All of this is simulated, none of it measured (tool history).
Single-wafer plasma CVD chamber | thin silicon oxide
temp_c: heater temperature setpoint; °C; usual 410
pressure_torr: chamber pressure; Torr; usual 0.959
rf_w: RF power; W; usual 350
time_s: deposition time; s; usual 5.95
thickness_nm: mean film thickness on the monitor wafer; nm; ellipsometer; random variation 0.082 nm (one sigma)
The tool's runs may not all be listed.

run,hour,temp_c,pressure_torr,rf_w,time_s,"read-back reference wafer on the same gauge, thickness_nm",thickness_nm
1,0,410,0.959,350,5.43,15.87,13.274
2,40.9,410,0.959,350,5.43,15.902,13.441
3,87.2,410,0.959,350,5.43,15.855,13.326
4,131.1,410,0.959,350,5.95,15.903,14.687
5,218.9,410,0.959,350,5.95,15.913,14.745
6,266.1,410,0.959,350,5.95,15.905,14.707
7,373.1,410,0.959,350,5.95,15.897,14.833
8,417.6,410,0.959,350,5.95,15.929,14.854
9,469.5,410,0.959,350,5.95,15.905,14.888
# hour 487.8: showerhead replaced
10,551.6,410,0.959,350,5.95,15.914,14.988
11,602.9,401,0.959,350,5.95,15.881,15.165
# hour 625.5: RF generator calibrated
# hour 673.9: capacitance manometer re-zeroed and calibrated
12,814.2,410,1.104,305,5.07,15.9,12.993
# hour 895.1: thermocouple changed; heater temperature recalibrated
13,895.6,410,1.02,350,5.95,15.913,14.917
14,974.5,414,0.959,300,5.48,15.897,12.433
# hour 1102.6: gauge calibrated
15,1154.8,395,0.734,350,5.95,15.873,10.591
16,1255,423,0.959,290,5.55,15.93,12.511
17,1328.4,410,0.959,350,7.07,15.927,16.993
18,1400.4,410,0.959,350,5.95,15.911,14.187
19,1452.5,410,0.959,350,5.95,15.895,14.286
20,1528.5,418,0.802,350,5.17,15.9,10.172
# hour 1545.2: RF generator calibrated
21,1585.9,396,1.122,350,5.95,15.914,16.525
22,1640.2,405,0.959,370,6.58,15.929,16.189
23,1734.4,410,0.959,370,5.07,15.905,12.571
24,1801.1,410,0.771,350,5.21,15.885,10.036

The next listed run, before its measurement:
25,1845.8,422,0.959,350,5.95,?,?

read-back reference wafer on the same gauge, thickness_nm: 15.886
thickness_nm: 14.302 nm
Without the tool's hidden state the same run would have given thickness_nm 14.025 nm.

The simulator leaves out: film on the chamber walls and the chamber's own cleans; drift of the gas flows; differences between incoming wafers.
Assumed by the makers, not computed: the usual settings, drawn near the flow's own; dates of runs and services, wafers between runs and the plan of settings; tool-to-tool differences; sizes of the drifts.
